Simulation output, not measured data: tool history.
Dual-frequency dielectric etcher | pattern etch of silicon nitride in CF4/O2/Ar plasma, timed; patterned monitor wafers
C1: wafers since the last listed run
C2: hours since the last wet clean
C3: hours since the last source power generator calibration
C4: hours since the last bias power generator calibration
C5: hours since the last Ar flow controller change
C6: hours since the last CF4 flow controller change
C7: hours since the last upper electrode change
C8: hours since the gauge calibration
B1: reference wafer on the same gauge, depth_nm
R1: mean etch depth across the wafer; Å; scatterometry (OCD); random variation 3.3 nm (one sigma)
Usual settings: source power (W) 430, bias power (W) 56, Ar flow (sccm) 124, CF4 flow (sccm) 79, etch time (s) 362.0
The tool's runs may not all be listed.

{"run": 1, "hour": 0.0, "source power (W)": 430, "bias power (W)": 56, "Ar flow (sccm)": 124, "CF4 flow (sccm)": 79, "etch time (s)": 362.0, "C1": 0, "C2": 143.7, "C3": 873.0, "C4": 2207.9, "C5": 9.9, "C6": 303.6, "C7": 2823.5, "C8": 90.2, "B1": 635.7, "R1": 5917}
{"run": 2, "hour": 102.2, "source power (W)": 430, "bias power (W)": 56, "Ar flow (sccm)": 124, "CF4 flow (sccm)": 79, "etch time (s)": 362.0, "C1": 577, "C2": 245.9, "C3": 975.2, "C4": 2310.1, "C5": 112.1, "C6": 405.8, "C7": 2925.7, "C8": 192.4, "B1": 634.5, "R1": 5922}
{"run": 3, "hour": 195.8, "source power (W)": 430, "bias power (W)": 66, "Ar flow (sccm)": 124, "CF4 flow (sccm)": 79, "etch time (s)": 362.0, "C1": 529, "C2": 339.5, "C3": 1068.8, "C4": 2403.7, "C5": 205.7, "C6": 499.4, "C7": 3019.3, "C8": 286.0, "B1": 634.8, "R1": 6196}
{"hour": 268.7, "done": "upper electrode replaced"}
{"run": 4, "hour": 269.2, "source power (W)": 530, "bias power (W)": 51, "Ar flow (sccm)": 124, "CF4 flow (sccm)": 79, "etch time (s)": 266.0, "C1": 279, "C2": 412.9, "C3": 1142.2, "C4": 2477.1, "C5": 279.1, "C6": 572.8, "C7": 0.5, "C8": 359.4, "B1": 636.2, "R1": 4643}
{"hour": 371.1, "done": "wet clean of the chamber"}
{"run": 5, "hour": 416.3, "source power (W)": 350, "bias power (W)": 56, "Ar flow (sccm)": 148, "CF4 flow (sccm)": 90, "etch time (s)": 392.0, "C1": 695, "C2": 45.2, "C3": 1289.3, "C4": 2624.2, "C5": 426.2, "C6": 719.9, "C7": 147.6, "C8": 506.5, "B1": 634.3, "R1": 5797}
{"run": 6, "hour": 518.7, "source power (W)": 430, "bias power (W)": 56, "Ar flow (sccm)": 124, "CF4 flow (sccm)": 79, "etch time (s)": 392.5, "C1": 578, "C2": 147.6, "C3": 1391.7, "C4": 2726.6, "C5": 528.6, "C6": 822.3, "C7": 250.0, "C8": 608.9, "B1": 635.8, "R1": 6345}
{"run": 7, "hour": 578.1, "source power (W)": 430, "bias power (W)": 56, "Ar flow (sccm)": 124, "CF4 flow (sccm)": 79, "etch time (s)": 362.0, "C1": 335, "C2": 207.0, "C3": 1451.1, "C4": 2786.0, "C5": 588.0, "C6": 881.7, "C7": 309.4, "C8": 668.3, "B1": 634.8, "R1": 5811}
{"hour": 629.6, "done": "source power generator calibrated"}
{"run": 8, "hour": 643.7, "source power (W)": 430, "bias power (W)": 56, "Ar flow (sccm)": 109, "CF4 flow (sccm)": 79, "etch time (s)": 362.0, "C1": 348, "C2": 272.6, "C3": 14.1, "C4": 2851.6, "C5": 653.6, "C6": 947.3, "C7": 375.0, "C8": 733.9, "B1": 634.4, "R1": 5820}
{"run": 9, "hour": 739.3, "source power (W)": 430, "bias power (W)": 44, "Ar flow (sccm)": 114, "CF4 flow (sccm)": 70, "etch time (s)": 332.5, "C1": 540, "C2": 368.2, "C3": 109.7, "C4": 2947.2, "C5": 749.2, "C6": 1042.9, "C7": 470.6, "C8": 829.5, "B1": 635.0, "R1": 4982}
{"run": 10, "hour": 813.8, "source power (W)": 430, "bias power (W)": 56, "Ar flow (sccm)": 124, "CF4 flow (sccm)": 79, "etch time (s)": 392.5, "C1": 421, "C2": 442.7, "C3": 184.2, "C4": 3021.7, "C5": 823.7, "C6": 1117.4, "C7": 545.1, "C8": 904.0, "B1": 634.8, "R1": 6271}
{"hour": 871.4, "done": "wet clean of the chamber"}
{"run": 11, "hour": 896.9, "source power (W)": 490, "bias power (W)": 43, "Ar flow (sccm)": 124, "CF4 flow (sccm)": 90, "etch time (s)": 362.0, "C1": 334, "C2": 25.5, "C3": 267.3, "C4": 3104.8, "C5": 906.8, "C6": 1200.5, "C7": 628.2, "C8": 987.1, "B1": 634.0, "R1": 5901}
{"run": 12, "hour": 939.0, "source power (W)": 430, "bias power (W)": 56, "Ar flow (sccm)": 124, "CF4 flow (sccm)": 79, "etch time (s)": 362.0, "C1": 238, "C2": 67.6, "C3": 309.4, "C4": 3146.9, "C5": 948.9, "C6": 1242.6, "C7": 670.3, "C8": 1029.2, "B1": 634.9, "R1": 5780}
{"hour": 958.1, "done": "bias power generator calibrated"}
{"run": 13, "hour": 984.7, "source power (W)": 430, "bias power (W)": 56, "Ar flow (sccm)": 142, "CF4 flow (sccm)": 79, "etch time (s)": 464.5, "C1": 235, "C2": 113.3, "C3": 355.1, "C4": 26.6, "C5": 994.6, "C6": 1288.3, "C7": 716.0, "C8": 1074.9, "B1": 635.7, "R1": 7251}
{"run": 14, "hour": 1040.1, "source power (W)": 430, "bias power (W)": 56, "Ar flow (sccm)": 124, "CF4 flow (sccm)": 79, "etch time (s)": 362.0, "C1": 313, "C2": 168.7, "C3": 410.5, "C4": 82.0, "C5": 1050.0, "C6": 1343.7, "C7": 771.4, "C8": 1130.3, "B1": 633.8, "R1": 5767}
{"hour": 1066.2, "done": "source power generator calibrated, repeated, since the last time left the tool worse"}
{"run": 15, "hour": 1080.5, "source power (W)": 430, "bias power (W)": 56, "Ar flow (sccm)": 124, "CF4 flow (sccm)": 79, "etch time (s)": 362.0, "C1": 205, "C2": 209.1, "C3": 14.3, "C4": 122.4, "C5": 1090.4, "C6": 1384.1, "C7": 811.8, "C8": 1170.7, "B1": 635.1, "R1": 5934}
{"run": 16, "hour": 1172.7, "source power (W)": 430, "bias power (W)": 61, "Ar flow (sccm)": 140, "CF4 flow (sccm)": 67, "etch time (s)": 399.5, "C1": 521, "C2": 301.3, "C3": 106.5, "C4": 214.6, "C5": 1182.6, "C6": 1476.3, "C7": 904.0, "C8": 1262.9, "B1": 635.8, "R1": 6517}
{"run": 17, "hour": 1217.4, "source power (W)": 430, "bias power (W)": 56, "Ar flow (sccm)": 124, "CF4 flow (sccm)": 93, "etch time (s)": 362.0, "C1": 252, "C2": 346.0, "C3": 151.2, "C4": 259.3, "C5": 1227.3, "C6": 1521.0, "C7": 948.7, "C8": 1307.6, "B1": 634.7, "R1": 6066}
{"run": 18, "hour": 1311.4, "source power (W)": 430, "bias power (W)": 56, "Ar flow (sccm)": 124, "CF4 flow (sccm)": 88, "etch time (s)": 362.0, "C1": 531, "C2": 440.0, "C3": 245.2, "C4": 353.3, "C5": 1321.3, "C6": 1615.0, "C7": 1042.7, "C8": 1401.6, "B1": 635.0, "R1": 6032}
{"hour": 1365.1, "done": "wet clean of the chamber"}
{"run": 19, "hour": 1390.3, "source power (W)": 430, "bias power (W)": 56, "Ar flow (sccm)": 124, "CF4 flow (sccm)": 79, "etch time (s)": 362.0, "C1": 310, "C2": 25.2, "C3": 324.1, "C4": 432.2, "C5": 1400.2, "C6": 1693.9, "C7": 1121.6, "C8": 1480.5, "B1": 637.0, "R1": 5913}
{"run": 20, "hour": 1428.5, "source power (W)": 480, "bias power (W)": 56, "Ar flow (sccm)": 124, "CF4 flow (sccm)": 79, "etch time (s)": 334.0, "C1": 215, "C2": 63.4, "C3": 362.3, "C4": 470.4, "C5": 1438.4, "C6": 1732.1, "C7": 1159.8, "C8": 1518.7, "B1": 634.0, "R1": 5653}
{"run": 21, "hour": 1525.9, "source power (W)": 470, "bias power (W)": 56, "Ar flow (sccm)": 124, "CF4 flow (sccm)": 79, "etch time (s)": 362.0, "C1": 550, "C2": 160.8, "C3": 459.7, "C4": 567.8, "C5": 1535.8, "C6": 1829.5, "C7": 1257.2, "C8": 1616.1, "B1": 636.1, "R1": 6109}

Forecast each of these 4 alternatives for the next run:
{"run": "A", "hour": 1526.4, "source power (W)": 430, "bias power (W)": 56, "Ar flow (sccm)": 124, "CF4 flow (sccm)": 79, "etch time (s)": 362.0, "C1": 2, "C2": 161.3, "C3": 460.2, "C4": 568.3, "C5": 1536.3, "C6": 1830.0, "C7": 1257.7, "C8": 1616.6, "B1": "?", "R1": "?"}
{"run": "B", "hour": 1526.4, "source power (W)": 350, "bias power (W)": 43, "Ar flow (sccm)": 124, "CF4 flow (sccm)": 62, "etch time (s)": 362.0, "C1": 2, "C2": 161.3, "C3": 460.2, "C4": 568.3, "C5": 1536.3, "C6": 1830.0, "C7": 1257.7, "C8": 1616.6, "B1": "?", "R1": "?"}
{"run": "C", "hour": 1526.4, "source power (W)": 430, "bias power (W)": 56, "Ar flow (sccm)": 124, "CF4 flow (sccm)": 84, "etch time (s)": 362.0, "C1": 2, "C2": 161.3, "C3": 460.2, "C4": 568.3, "C5": 1536.3, "C6": 1830.0, "C7": 1257.7, "C8": 1616.6, "B1": "?", "R1": "?"}
{"run": "D", "hour": 1526.4, "source power (W)": 430, "bias power (W)": 51, "Ar flow (sccm)": 124, "CF4 flow (sccm)": 79, "etch time (s)": 395.5, "C1": 2, "C2": 161.3, "C3": 460.2, "C4": 568.3, "C5": 1536.3, "C6": 1830.0, "C7": 1257.7, "C8": 1616.6, "B1": "?", "R1": "?"}

run=A B1=634.7 R1=5850
run=B B1=634.7 R1=4892
run=C B1=634.7 R1=5891
run=D B1=634.7 R1=6251
Without the tool's hidden state the same runs would have given:
run=A R1=5893
run=B R1=4928
run=C R1=5935
run=D R1=6297

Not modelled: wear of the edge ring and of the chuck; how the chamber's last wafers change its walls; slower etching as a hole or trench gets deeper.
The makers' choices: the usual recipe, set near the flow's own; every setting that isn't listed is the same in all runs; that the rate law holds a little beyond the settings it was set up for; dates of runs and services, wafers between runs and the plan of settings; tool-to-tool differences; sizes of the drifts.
